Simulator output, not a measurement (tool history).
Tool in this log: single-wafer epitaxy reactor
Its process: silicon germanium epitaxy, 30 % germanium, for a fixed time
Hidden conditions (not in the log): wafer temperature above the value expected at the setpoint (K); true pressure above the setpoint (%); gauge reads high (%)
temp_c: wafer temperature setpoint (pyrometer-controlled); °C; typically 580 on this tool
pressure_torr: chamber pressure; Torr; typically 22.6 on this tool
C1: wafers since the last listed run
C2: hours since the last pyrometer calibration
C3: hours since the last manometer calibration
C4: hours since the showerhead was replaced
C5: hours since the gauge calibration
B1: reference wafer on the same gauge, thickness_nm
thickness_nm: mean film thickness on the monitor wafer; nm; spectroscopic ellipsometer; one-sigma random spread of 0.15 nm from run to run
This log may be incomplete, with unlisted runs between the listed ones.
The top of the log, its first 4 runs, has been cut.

{"run": 5, "hour": 304.6, "temp_c": 580, "pressure_torr": 22.6, "C1": 2139, "C2": 995.2, "C3": 1021.4, "C4": 4123.6, "C5": 1054.8, "B1": 43.349, "thickness_nm": 41.226}
{"run": 6, "hour": 375.3, "temp_c": 580, "pressure_torr": 22.6, "C1": 1444, "C2": 1065.9, "C3": 1092.1, "C4": 4194.3, "C5": 1125.5, "B1": 43.397, "thickness_nm": 41.448}
{"run": 7, "hour": 464.6, "temp_c": 580, "pressure_torr": 22.6, "C1": 1824, "C2": 1155.2, "C3": 1181.4, "C4": 4283.6, "C5": 1214.8, "B1": 43.429, "thickness_nm": 41.217}
{"run": 8, "hour": 540.6, "temp_c": 580, "pressure_torr": 22.6, "C1": 1553, "C2": 1231.2, "C3": 1257.4, "C4": 4359.6, "C5": 1290.8, "B1": 43.305, "thickness_nm": 41.336}
{"run": 9, "hour": 589.6, "temp_c": 580, "pressure_torr": 22.6, "C1": 1001, "C2": 1280.2, "C3": 1306.4, "C4": 4408.6, "C5": 1339.8, "B1": 43.35, "thickness_nm": 41.264}
{"hour": 602.3, "done": "pyrometer calibrated"}
{"run": 10, "hour": 652.3, "temp_c": 580, "pressure_torr": 22.6, "C1": 1117, "C2": 50, "C3": 1369.1, "C4": 4471.3, "C5": 1402.5, "B1": 43.2, "thickness_nm": 41.396}
{"run": 11, "hour": 716.0, "temp_c": 580, "pressure_torr": 27, "C1": 1301, "C2": 113.7, "C3": 1432.8, "C4": 4535, "C5": 1466.2, "B1": 43.199, "thickness_nm": 43.047}
{"run": 12, "hour": 1021.6, "temp_c": 580, "pressure_torr": 27, "C1": 6244, "C2": 419.3, "C3": 1738.4, "C4": 4840.6, "C5": 1771.8, "B1": 42.888, "thickness_nm": 42.898}
{"run": 13, "hour": 1076.7, "temp_c": 580, "pressure_torr": 27, "C1": 1125, "C2": 474.4, "C3": 1793.5, "C4": 4895.7, "C5": 1826.9, "B1": 43.001, "thickness_nm": 42.795}
{"run": 14, "hour": 1217.7, "temp_c": 580, "pressure_torr": 22.6, "C1": 2881, "C2": 615.4, "C3": 1934.5, "C4": 5036.7, "C5": 1967.9, "B1": 42.873, "thickness_nm": 40.676}
{"hour": 1394.7, "done": "capacitance manometer re-zeroed and calibrated"}
{"run": 15, "hour": 1415.2, "temp_c": 574, "pressure_torr": 22.6, "C1": 3872, "C2": 812.9, "C3": 20.5, "C4": 5234.2, "C5": 2165.4, "B1": 42.699, "thickness_nm": 36.371}
{"hour": 1463.4, "done": "gauge calibrated"}
{"run": 16, "hour": 1468.9, "temp_c": 574, "pressure_torr": 22.6, "C1": 1097, "C2": 866.6, "C3": 74.2, "C4": 5287.9, "C5": 5.5, "B1": 43.572, "thickness_nm": 37.339}
{"run": 17, "hour": 1540.2, "temp_c": 570, "pressure_torr": 24.8, "C1": 1457, "C2": 937.9, "C3": 145.5, "C4": 5359.2, "C5": 76.8, "B1": 43.609, "thickness_nm": 35.525}
{"hour": 1613.2, "done": "showerhead replaced"}
{"run": 18, "hour": 1622.5, "temp_c": 593, "pressure_torr": 27.8, "C1": 1518, "C2": 1020.2, "C3": 227.8, "C4": 9.3, "C5": 159.1, "B1": 43.531, "thickness_nm": 54.782}
{"run": 19, "hour": 1727.7, "temp_c": 570, "pressure_torr": 26.9, "C1": 2149, "C2": 1125.4, "C3": 333, "C4": 114.5, "C5": 264.3, "B1": 43.536, "thickness_nm": 36.265}
{"run": 20, "hour": 1783.4, "temp_c": 580, "pressure_torr": 22.6, "C1": 1138, "C2": 1181.1, "C3": 388.7, "C4": 170.2, "C5": 320, "B1": 43.604, "thickness_nm": 41.436}
{"run": 21, "hour": 1819.7, "temp_c": 595, "pressure_torr": 22.6, "C1": 741, "C2": 1217.4, "C3": 425, "C4": 206.5, "C5": 356.3, "B1": 43.558, "thickness_nm": 53.653}
{"run": 22, "hour": 1884.7, "temp_c": 575, "pressure_torr": 17.9, "C1": 1328, "C2": 1282.4, "C3": 490, "C4": 271.5, "C5": 421.3, "B1": 43.599, "thickness_nm": 36.083}
{"run": 23, "hour": 1946.9, "temp_c": 580, "pressure_torr": 20.5, "C1": 1271, "C2": 1344.6, "C3": 552.2, "C4": 333.7, "C5": 483.5, "B1": 43.561, "thickness_nm": 40.788}
{"run": 24, "hour": 2038.7, "temp_c": 587, "pressure_torr": 25.3, "C1": 1875, "C2": 1436.4, "C3": 644, "C4": 425.5, "C5": 575.3, "B1": 43.448, "thickness_nm": 48.108}
{"hour": 2070.5, "done": "pyrometer calibrated"}
{"run": 25, "hour": 2125.4, "temp_c": 580, "pressure_torr": 20.8, "C1": 1608, "C2": 54.9, "C3": 730.7, "C4": 512.2, "C5": 662, "B1": 43.442, "thickness_nm": 40.754}
{"run": 26, "hour": 2175.2, "temp_c": 568, "pressure_torr": 26.7, "C1": 1017, "C2": 104.7, "C3": 780.5, "C4": 562, "C5": 711.8, "B1": 43.498, "thickness_nm": 35.046}
{"run": 27, "hour": 2241.5, "temp_c": 580, "pressure_torr": 22.6, "C1": 1354, "C2": 171, "C3": 846.8, "C4": 628.3, "C5": 778.1, "B1": 43.478, "thickness_nm": 41.565}

Run 28, settings as shown, results not yet in. Your forecast:
{"run": 28, "hour": 2314.4, "temp_c": 593, "pressure_torr": 17.8, "C1": 1489, "C2": 243.9, "C3": 919.7, "C4": 701.2, "C5": 851, "B1": "?", "thickness_nm": "?"}

Run 28 gave B1 43.478, thickness_nm 49.529 nm.
Minus the tool's unlogged condition, the same run would have read thickness_nm 49.731 nm.
